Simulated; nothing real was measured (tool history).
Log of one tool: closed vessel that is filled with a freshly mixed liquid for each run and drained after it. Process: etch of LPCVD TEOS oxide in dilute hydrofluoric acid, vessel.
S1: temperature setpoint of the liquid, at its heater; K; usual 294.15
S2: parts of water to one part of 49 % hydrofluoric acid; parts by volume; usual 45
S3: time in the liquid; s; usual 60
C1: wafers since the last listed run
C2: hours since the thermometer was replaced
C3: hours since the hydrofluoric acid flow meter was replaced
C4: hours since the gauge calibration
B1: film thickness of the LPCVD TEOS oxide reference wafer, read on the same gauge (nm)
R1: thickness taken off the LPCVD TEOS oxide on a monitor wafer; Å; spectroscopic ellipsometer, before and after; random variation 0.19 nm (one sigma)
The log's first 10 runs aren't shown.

Run 11, hour 159.1: usual settings but S1 290.15 K, S3 85 s; C1 918; C2 1717; C3 46.9; C4 42; B1 80. Result: R1 435.5 Å.
Run 12, hour 170.8: usual settings; C1 910; C2 1728.7; C3 58.6; C4 53.7; B1 79.99. Result: R1 360.8 Å.
Run 13, hour 186.5: usual settings but S1 291.65 K; C1 1221; C2 1744.4; C3 74.3; C4 69.4; B1 80. Result: R1 328.1 Å.
At hour 198.6: thermometer replaced.
Run 14, hour 201.6: usual settings but S3 30 s; C1 1097; C2 3; C3 89.4; C4 84.5; B1 79.99. Result: R1 163.8 Å.
Run 15, hour 218.6: usual settings but S1 298.15 K; C1 1322; C2 20; C3 106.4; C4 101.5; B1 79.98. Result: R1 387.5 Å.
Run 16, hour 231.2: usual settings; C1 980; C2 32.6; C3 119; C4 114.1; B1 79.99. Result: R1 327.9 Å.
Run 17, hour 247.9: usual settings but S3 40 s; C1 1299; C2 49.3; C3 135.7; C4 130.8; B1 80. Result: R1 221.2 Å.
Run 18, hour 259.3: usual settings; C1 887; C2 60.7; C3 147.1; C4 142.2; B1 79.99. Result: R1 331 Å.
Run 19, hour 266.6: usual settings but S1 290.15 K, S2 65 parts by volume, S3 45 s; C1 567; C2 68; C3 154.4; C4 149.5; B1 80.01. Result: R1 140.5 Å.
Run 20, hour 282.4: usual settings but S1 297.15 K, S2 40 parts by volume, S3 75 s; C1 1229; C2 83.8; C3 170.2; C4 165.3; B1 80.01. Result: R1 529.1 Å.
Run 21, hour 288.7: usual settings; C1 490; C2 90.1; C3 176.5; C4 171.6; B1 79.99. Result: R1 327.8 Å.
Run 22, hour 300: usual settings but S2 60 parts by volume, S3 30 s; C1 879; C2 101.4; C3 187.8; C4 182.9; B1 80.01. Result: R1 121.1 Å.
Run 23, hour 321.5: usual settings; C1 1672; C2 122.9; C3 209.3; C4 204.4; B1 80.01. Result: R1 329.6 Å.
Run 24, hour 328.2: usual settings but S3 80 s; C1 521; C2 129.6; C3 216; C4 211.1; B1 80. Result: R1 437.1 Å.
Run 25, hour 336: usual settings but S1 290.15 K, S3 90 s; C1 606; C2 137.4; C3 223.8; C4 218.9; B1 80. Result: R1 413.7 Å.
Run 26, hour 349.2: usual settings; C1 1027; C2 150.6; C3 237; C4 232.1; B1 80. Result: R1 332.1 Å.
Run 27, hour 363.2: usual settings but S1 299.15 K, S2 55 parts by volume; C1 1089; C2 164.6; C3 251; C4 246.1; B1 79.99. Result: R1 326.8 Å.
Run 28, hour 371.7: usual settings; C1 661; C2 173.1; C3 259.5; C4 254.6; B1 79.99. Result: R1 332 Å.
Run 29, hour 380: usual settings but S1 290.15 K, S2 60 parts by volume, S3 40 s; C1 645; C2 181.4; C3 267.8; C4 262.9; B1 80. Result: R1 136.2 Å.
Run 30, hour 394.6: usual settings; C1 1135; C2 196; C3 282.4; C4 277.5; B1 80. Result: R1 330.2 Å.
Run 31, hour 411.4: usual settings; C1 1307; C2 212.8; C3 299.2; C4 294.3; B1 79.99. Result: R1 333.2 Å.
Run 32, hour 429.4: usual settings; C1 1400; C2 230.8; C3 317.2; C4 312.3; B1 80.01. Result: R1 330.1 Å.
Run 33, hour 441.4: usual settings but S1 298.15 K, S2 50 parts by volume, S3 90 s; C1 933; C2 242.8; C3 329.2; C4 324.3; B1 80.01. Result: R1 525.9 Å.
Run 34, hour 448.5: usual settings but S1 290.65 K, S2 30 parts by volume; C1 552; C2 249.9; C3 336.3; C4 331.4; B1 80.01. Result: R1 441.3 Å.

Forecast each of these 3 alternatives for the next run:
Run A, hour 449.2: usual settings but S1 297.65 K; C1 54; C2 250.6; C3 337; C4 332.1; B1 ?. Result: R1 ?.
Run B, hour 449.2: usual settings but S1 296.15 K, S2 60 parts by volume, S3 30 s; C1 54; C2 250.6; C3 337; C4 332.1; B1 ?. Result: R1 ?.
Run C, hour 449.2: usual settings but S1 290.65 K, S3 70 s; C1 54; C2 250.6; C3 337; C4 332.1; B1 ?. Result: R1 ?.

run  B1     R1
  A  80    385
  B  80  133.1
  C  80  334.4
Without the tool's hidden state the same runs would have given:
run     R1
  A  377.5
  B  130.5
  C  327.6
